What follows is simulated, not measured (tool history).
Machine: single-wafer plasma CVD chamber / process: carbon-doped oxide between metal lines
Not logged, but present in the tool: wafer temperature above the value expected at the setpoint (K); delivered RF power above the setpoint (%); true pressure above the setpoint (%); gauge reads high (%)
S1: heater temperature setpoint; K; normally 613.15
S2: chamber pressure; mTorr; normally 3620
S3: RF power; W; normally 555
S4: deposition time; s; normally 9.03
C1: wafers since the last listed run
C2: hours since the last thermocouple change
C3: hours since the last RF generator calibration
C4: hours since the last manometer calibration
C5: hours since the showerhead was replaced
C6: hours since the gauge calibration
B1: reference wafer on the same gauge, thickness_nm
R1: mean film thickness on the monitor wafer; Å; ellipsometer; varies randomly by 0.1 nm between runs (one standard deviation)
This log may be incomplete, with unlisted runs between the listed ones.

run 1 hour=0 | S1=613.15 S2=3620 S3=555 S4=9.03 | C1=0 C2=1137.6 C3=1008.7 C4=2549.1 C5=4252.8 C6=714.5 | B1=60.312 | R1=498.86
run 2 hour=14.6 | S1=613.15 S2=3620 S3=555 S4=9.03 | C1=243 C2=1152.2 C3=1023.3 C4=2563.7 C5=4267.4 C6=729.1 | B1=60.289 | R1=498.53
run 3 hour=50.6 | S1=613.15 S2=3620 S3=555 S4=9.03 | C1=601 C2=1188.2 C3=1059.3 C4=2599.7 C5=4303.4 C6=765.1 | B1=60.274 | R1=494.67
run 4 hour=77.3 | S1=613.15 S2=3620 S3=555 S4=9.03 | C1=445 C2=1214.9 C3=1086 C4=2626.4 C5=4330.1 C6=791.8 | B1=60.289 | R1=499.15
-- hour=98.5 gauge calibrated
run 5 hour=110.1 | S1=618.15 S2=3620 S3=555 S4=9.03 | C1=547 C2=1247.7 C3=1118.8 C4=2659.2 C5=4362.9 C6=11.6 | B1=60.287 | R1=486.44
run 6 hour=210.1 | S1=613.15 S2=3620 S3=555 S4=9.03 | C1=1669 C2=1347.7 C3=1218.8 C4=2759.2 C5=4462.9 C6=111.6 | B1=60.281 | R1=495.53
-- hour=243.3 thermocouple changed; heater temperature recalibrated
run 7 hour=243.8 | S1=613.15 S2=3620 S3=555 S4=9.03 | C1=429 C2=0.5 C3=1252.5 C4=2792.9 C5=4496.6 C6=145.3 | B1=60.311 | R1=500.01
-- hour=272.2 RF generator calibrated
run 8 hour=272.7 | S1=613.15 S2=3620 S3=555 S4=9.03 | C1=348 C2=29.4 C3=0.5 C4=2821.8 C5=4525.5 C6=174.2 | B1=60.331 | R1=506.02
-- hour=294.6 showerhead replaced
run 9 hour=295.5 | S1=613.15 S2=3620 S3=555 S4=9.03 | C1=247 C2=52.2 C3=23.3 C4=2844.6 C5=0.9 C6=197 | B1=60.316 | R1=506.75
run 10 hour=329.3 | S1=613.15 S2=3990 S3=555 S4=7.65 | C1=564 C2=86 C3=57.1 C4=2878.4 C5=34.7 C6=230.8 | B1=60.3 | R1=432.97
run 11 hour=351.4 | S1=613.15 S2=3620 S3=555 S4=9.03 | C1=369 C2=108.1 C3=79.2 C4=2900.5 C5=56.8 C6=252.9 | B1=60.305 | R1=506.03
run 12 hour=370.1 | S1=613.15 S2=3620 S3=555 S4=9.03 | C1=312 C2=126.8 C3=97.9 C4=2919.2 C5=75.5 C6=271.6 | B1=60.298 | R1=505.38
-- hour=381.3 capacitance manometer re-zeroed and calibrated
run 13 hour=403.1 | S1=618.15 S2=3620 S3=595 S4=9.03 | C1=417 C2=159.8 C3=130.9 C4=21.8 C5=108.5 C6=304.6 | B1=60.256 | R1=511.13
run 14 hour=425.8 | S1=613.15 S2=3620 S3=605 S4=9.03 | C1=379 C2=182.5 C3=153.6 C4=44.5 C5=131.2 C6=327.3 | B1=60.306 | R1=519.84
run 15 hour=440.7 | S1=613.15 S2=3320 S3=520 S4=9.03 | C1=248 C2=197.4 C3=168.5 C4=59.4 C5=146.1 C6=342.2 | B1=60.287 | R1=489.57
run 16 hour=457.6 | S1=613.15 S2=4090 S3=555 S4=7.51 | C1=282 C2=214.3 C3=185.4 C4=76.3 C5=163 C6=359.1 | B1=60.302 | R1=424.84
run 17 hour=482.2 | S1=624.15 S2=3620 S3=555 S4=9.03 | C1=410 C2=238.9 C3=210 C4=100.9 C5=187.6 C6=383.7 | B1=60.277 | R1=485.38
run 18 hour=500.2 | S1=613.15 S2=4350 S3=620 S4=9.76 | C1=300 C2=256.9 C3=228 C4=118.9 C5=205.6 C6=401.7 | B1=60.276 | R1=573.69
run 19 hour=530.3 | S1=613.15 S2=4410 S3=555 S4=7.72 | C1=502 C2=287 C3=258.1 C4=149 C5=235.7 C6=431.8 | B1=60.325 | R1=438.67
run 20 hour=556.6 | S1=613.15 S2=3620 S3=555 S4=9.03 | C1=439 C2=313.3 C3=284.4 C4=175.3 C5=262 C6=458.1 | B1=60.304 | R1=502.45
run 21 hour=573.5 | S1=613.15 S2=4410 S3=555 S4=7.72 | C1=282 C2=330.2 C3=301.3 C4=192.2 C5=278.9 C6=475 | B1=60.281 | R1=440.27
run 22 hour=597 | S1=613.15 S2=3150 S3=635 S4=9.03 | C1=392 C2=353.7 C3=324.8 C4=215.7 C5=302.4 C6=498.5 | B1=60.31 | R1=522.59
run 23 hour=624.1 | S1=607.15 S2=3620 S3=555 S4=10.09 | C1=452 C2=380.8 C3=351.9 C4=242.8 C5=329.5 C6=525.6 | B1=60.299 | R1=572.17
run 24 hour=646.4 | S1=613.15 S2=3620 S3=555 S4=9.03 | C1=372 C2=403.1 C3=374.2 C4=265.1 C5=351.8 C6=547.9 | B1=60.32 | R1=501.91
run 25 hour=666.4 | S1=613.15 S2=3320 S3=520 S4=9.03 | C1=333 C2=423.1 C3=394.2 C4=285.1 C5=371.8 C6=567.9 | B1=60.266 | R1=485.73
run 26 hour=687.3 | S1=624.15 S2=3900 S3=480 S4=9.03 | C1=348 C2=444 C3=415.1 C4=306 C5=392.7 C6=588.8 | B1=60.302 | R1=462.52
run 27 hour=721.5 | S1=626.15 S2=4330 S3=460 S4=10.02 | C1=571 C2=478.2 C3=449.3 C4=340.2 C5=426.9 C6=623 | B1=60.287 | R1=507.18
run 28 hour=753.6 | S1=613.15 S2=3620 S3=555 S4=7.76 | C1=535 C2=510.3 C3=481.4 C4=372.3 C5=459 C6=655.1 | B1=60.306 | R1=430.37

Alternative continuations, all from the tool just after run 28; predict every row:
run A hour=754 | S1=613.15 S2=3620 S3=555 S4=9.03 | C1=6 C2=510.7 C3=481.8 C4=372.7 C5=459.4 C6=655.5 | B1=? | R1=?
run B hour=754 | S1=613.15 S2=2840 S3=555 S4=7.64 | C1=6 C2=510.7 C3=481.8 C4=372.7 C5=459.4 C6=655.5 | B1=? | R1=?
run C hour=754 | S1=613.15 S2=3620 S3=585 S4=9.03 | C1=6 C2=510.7 C3=481.8 C4=372.7 C5=459.4 C6=655.5 | B1=? | R1=?
run D hour=754 | S1=626.15 S2=3620 S3=555 S4=9.03 | C1=6 C2=510.7 C3=481.8 C4=372.7 C5=459.4 C6=655.5 | B1=? | R1=?
run E hour=754 | S1=607.15 S2=3960 S3=555 S4=9.86 | C1=6 C2=510.7 C3=481.8 C4=372.7 C5=459.4 C6=655.5 | B1=? | R1=?

run=A B1=60.304 R1=501.43
run=B B1=60.304 R1=418.04
run=C B1=60.304 R1=510.94
run=D B1=60.304 R1=480.71
run=E B1=60.304 R1=562.9
Without the tool's unlogged condition, the same runs would have read:
run=A R1=509.33
run=B R1=424.62
run=C R1=518.94
run=D R1=487.91
run=E R1=572.13
